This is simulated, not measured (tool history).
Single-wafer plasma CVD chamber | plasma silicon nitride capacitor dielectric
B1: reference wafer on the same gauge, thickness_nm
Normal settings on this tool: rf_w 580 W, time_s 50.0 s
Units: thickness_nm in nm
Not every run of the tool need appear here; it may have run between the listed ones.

Run 1, hour 0.0: usual settings but time_s 43.5 s; B1 93.079. Result: thickness_nm 73.481 nm.
Run 2, hour 15.8: usual settings but time_s 43.5 s; B1 93.070. Result: thickness_nm 73.492 nm.
Run 3, hour 27.1: usual settings; B1 93.095. Result: thickness_nm 84.540 nm.
Run 4, hour 44.7: usual settings; B1 93.037. Result: thickness_nm 84.529 nm.
Run 5, hour 51.7: usual settings; B1 93.053. Result: thickness_nm 84.423 nm.
Run 6, hour 58.3: usual settings; B1 93.061. Result: thickness_nm 84.383 nm.
Run 7, hour 71.3: usual settings; B1 93.067. Result: thickness_nm 84.684 nm.
Run 8, hour 95.8: usual settings but time_s 57.2 s; B1 93.056. Result: thickness_nm 96.976 nm.
Run 9, hour 105.3: usual settings but time_s 57.2 s; B1 93.122. Result: thickness_nm 96.289 nm.
Run 10, hour 118.7: usual settings but time_s 57.2 s; B1 93.105. Result: thickness_nm 96.818 nm.
At hour 131.3: RF generator calibrated.
Run 11, hour 131.8: usual settings; B1 93.118. Result: thickness_nm 83.369 nm.
Run 12, hour 145.6: usual settings; B1 93.097. Result: thickness_nm 83.561 nm.
Run 13, hour 194.5: usual settings; B1 93.076. Result: thickness_nm 83.290 nm.
Run 14, hour 203.6: usual settings but rf_w 555 W; B1 93.039. Result: thickness_nm 81.780 nm.
At hour 217.2: RF generator calibrated, repeated, since the last time left the tool worse.
Run 15, hour 217.7: usual settings but rf_w 520 W, time_s 43.8 s; B1 93.164. Result: thickness_nm 72.968 nm.
Run 16, hour 233.5: usual settings but time_s 60.0 s; B1 93.084. Result: thickness_nm 102.967 nm.
Run 17, hour 245.4: usual settings; B1 93.107. Result: thickness_nm 86.030 nm.

Run 18 is up next; what results do you expect?
Run 18, hour 260.0: usual settings but time_s 46.9 s; B1 ?. Result: thickness_nm ?.

B1: 93.150
thickness_nm: 80.613 nm
Were there no unlogged condition in the tool, this run, its random variation unchanged, would have produced thickness_nm 80.816 nm.

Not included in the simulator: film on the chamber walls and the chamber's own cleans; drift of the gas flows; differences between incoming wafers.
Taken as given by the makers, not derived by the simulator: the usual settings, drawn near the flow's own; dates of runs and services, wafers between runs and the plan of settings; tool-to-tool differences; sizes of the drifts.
